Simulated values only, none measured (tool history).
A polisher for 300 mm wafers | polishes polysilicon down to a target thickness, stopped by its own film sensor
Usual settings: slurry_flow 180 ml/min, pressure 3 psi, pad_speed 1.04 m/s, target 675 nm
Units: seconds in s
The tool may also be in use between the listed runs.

run    day  slurry_flow  pressure  pad_speed  target  wafers since the last listed run  wafers polished on this pad  hours since the slurry nozzle was cleaned  hours since the head pressure was calibrated  incoming thickness of the incoming film, nm  seconds
  1  0.000          180         3       1.04     675                                 0                          766                                      237.9                                         426.2                                       1429.2     79.6
     0.517  -- worn pad replaced by a new one
  2  0.646          180         3       1.04     675                                78                           20                                      253.4                                         441.7                                       1405.0     66.1
  3  1.225          180         3       1.04     675                                94                          115                                      267.3                                         455.6                                       1417.3     69.3
  4  1.854          180         3       1.04     675                               102                          218                                      282.4                                         470.7                                       1418.1     68.6
  5  2.183          180         3       1.04     675                                53                          272                                      290.3                                         478.6                                       1412.1     70.2
  6  2.479          180         3       1.04     675                                48                          320                                      297.4                                         485.7                                       1407.9     69.3
  7  2.767          180         3       1.04     675                                47                          367                                      304.3                                         492.6                                       1420.6     69.5
  8  3.138          180         3       1.36     470                                60                          428                                      313.2                                         501.5                                       1414.8     68.8
     3.600  -- slurry nozzle cleaned
  9  3.846          195         3       1.04     675                               109                          537                                        5.9                                         518.5                                       1416.8     71.4
     4.529  -- head pressure recalibrated
 10  4.554          205         3       1.04     675                               102                          639                                       22.9                                           0.6                                       1423.6     74.4

The next listed run, before its measurement:
     4.742  -- worn pad replaced by a new one
 11  5.046          180         3       1.04     675                                53                           50                                       34.7                                          12.4                                       1398.0        ?

Run 11 gave seconds 65.8 s.
Without the tool's hidden state the same run would have given seconds 64.1 s.
